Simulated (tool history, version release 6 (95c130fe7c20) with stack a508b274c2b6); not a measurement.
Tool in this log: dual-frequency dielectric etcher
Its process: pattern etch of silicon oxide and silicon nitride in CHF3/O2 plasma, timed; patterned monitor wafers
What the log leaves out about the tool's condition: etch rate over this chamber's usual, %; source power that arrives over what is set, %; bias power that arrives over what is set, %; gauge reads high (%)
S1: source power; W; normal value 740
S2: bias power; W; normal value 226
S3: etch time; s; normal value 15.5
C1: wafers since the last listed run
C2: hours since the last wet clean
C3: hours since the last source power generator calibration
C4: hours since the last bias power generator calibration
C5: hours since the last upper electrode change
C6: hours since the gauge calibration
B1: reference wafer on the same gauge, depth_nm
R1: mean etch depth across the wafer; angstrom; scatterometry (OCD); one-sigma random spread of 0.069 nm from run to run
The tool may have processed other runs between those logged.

Run 1, day 0.000: usual settings but S2 187 W; C1 0; C2 205.1; C3 2277.8; C4 4393.5; C5 3229.2; C6 206.6; B1 26.78. Result: R1 230.6 angstrom.
Run 2, day 0.562: usual settings but S2 187 W; C1 152; C2 218.6; C3 2291.3; C4 4407.0; C5 3242.7; C6 220.1; B1 26.77. Result: R1 229.3 angstrom.
Run 3, day 1.075: usual settings but S2 187 W; C1 138; C2 230.9; C3 2303.6; C4 4419.3; C5 3255.0; C6 232.4; B1 26.80. Result: R1 230.1 angstrom.
Run 4, day 1.717: usual settings; C1 173; C2 246.3; C3 2319.0; C4 4434.7; C5 3270.4; C6 247.8; B1 26.78. Result: R1 246.2 angstrom.
Run 5, day 2.038: usual settings; C1 86; C2 254.0; C3 2326.7; C4 4442.4; C5 3278.1; C6 255.5; B1 26.80. Result: R1 244.1 angstrom.
Run 6, day 2.771: usual settings; C1 198; C2 271.6; C3 2344.3; C4 4460.0; C5 3295.7; C6 273.1; B1 26.76. Result: R1 246.5 angstrom.
Run 7, day 3.438: usual settings but S1 630 W; C1 180; C2 287.6; C3 2360.3; C4 4476.0; C5 3311.7; C6 289.1; B1 26.79. Result: R1 227.2 angstrom.
Run 8, day 3.875: usual settings but S1 630 W; C1 118; C2 298.1; C3 2370.8; C4 4486.5; C5 3322.2; C6 299.6; B1 26.78. Result: R1 226.6 angstrom.
At day 4.167: source power generator calibrated.
Run 9, day 4.417: usual settings but S2 253 W, S3 13.5 s; C1 101; C2 311.1; C3 6.0; C4 4499.5; C5 3335.2; C6 312.6; B1 26.82. Result: R1 222.6 angstrom.
Run 10, day 5.096: usual settings but S1 840 W; C1 184; C2 327.4; C3 22.3; C4 4515.8; C5 3351.5; C6 328.9; B1 26.80. Result: R1 259.8 angstrom.
At day 5.550: gauge calibrated.
Run 11, day 5.783: usual settings but S1 840 W; C1 186; C2 343.9; C3 38.8; C4 4532.3; C5 3368.0; C6 5.6; B1 26.80. Result: R1 257.9 angstrom.
Run 12, day 6.346: usual settings but S1 560 W; C1 152; C2 357.4; C3 52.3; C4 4545.8; C5 3381.5; C6 19.1; B1 26.79. Result: R1 213.9 angstrom.
At day 7.508: upper electrode replaced.
At day 7.967: wet clean of the chamber.
Run 13, day 7.988: usual settings but S1 640 W, S2 250 W; C1 49; C2 0.5; C3 91.7; C4 4585.2; C5 11.5; C6 58.5; B1 26.79. Result: R1 241.6 angstrom.
Run 14, day 8.267: usual settings but S1 860 W, S2 243 W, S3 17.5 s; C1 75; C2 7.2; C3 98.4; C4 4591.9; C5 18.2; C6 65.2; B1 26.78. Result: R1 308.3 angstrom.
Run 15, day 8.833: usual settings but S1 590 W, S3 11.0 s; C1 153; C2 20.8; C3 112.0; C4 4605.5; C5 31.8; C6 78.8; B1 26.82. Result: R1 157.3 angstrom.
At day 9.317: bias power generator calibrated.
Run 16, day 9.338: usual settings but S2 204 W; C1 91; C2 32.9; C3 124.1; C4 0.5; C5 43.9; C6 90.9; B1 26.81. Result: R1 237.7 angstrom.
Run 17, day 10.367: usual settings but S3 11.5 s; C1 279; C2 57.6; C3 148.8; C4 25.2; C5 68.6; C6 115.6; B1 26.82. Result: R1 183.5 angstrom.
Run 18, day 11.108: usual settings; C1 201; C2 75.4; C3 166.6; C4 43.0; C5 86.4; C6 133.4; B1 26.78. Result: R1 247.4 angstrom.
Run 19, day 11.558: usual settings; C1 122; C2 86.2; C3 177.4; C4 53.8; C5 97.2; C6 144.2; B1 26.81. Result: R1 246.8 angstrom.
Run 20, day 12.071: usual settings but S2 260 W; C1 138; C2 98.5; C3 189.7; C4 66.1; C5 109.5; C6 156.5; B1 26.84. Result: R1 260.1 angstrom.
Run 21, day 12.721: usual settings but S1 620 W, S2 246 W, S3 14.0 s; C1 176; C2 114.1; C3 205.3; C4 81.7; C5 125.1; C6 172.1; B1 26.81. Result: R1 212.2 angstrom.
Run 22, day 13.246: usual settings but S1 600 W, S2 170 W, S3 19.0 s; C1 142; C2 126.7; C3 217.9; C4 94.3; C5 137.7; C6 184.7; B1 26.80. Result: R1 246.6 angstrom.

What differs in the tool's unlogged condition from the final listed run ahead of each entry between runs to the first listed run following it?
Runs 8 to 9: source power generator calibrated (day 4.167)
  etch rate over this chamber's usual, %: -1.86 -> -1.95
  what was measured, less what the result would be without the hidden state, R1: -4.3 -> -4.5 angstrom
Runs 10 to 11: gauge calibrated (day 5.550)
  etch rate over this chamber's usual, %: -2.06 -> -2.16
  what was measured, less what the result would be without the hidden state, R1: -5.5 -> -5.7 angstrom
Runs 12 to 13: upper electrode replaced (day 7.508); wet clean of the chamber (day 7.967)
  etch rate over this chamber's usual, %: -2.25 -> -0.351
  what was measured, less what the result would be without the hidden state, R1: -4.9 -> -0.8 angstrom
Runs 15 to 16: bias power generator calibrated (day 9.317)
  etch rate over this chamber's usual, %: -0.485 -> -0.565
  what was measured, less what the result would be without the hidden state, R1: -0.8 -> -1.4 angstrom
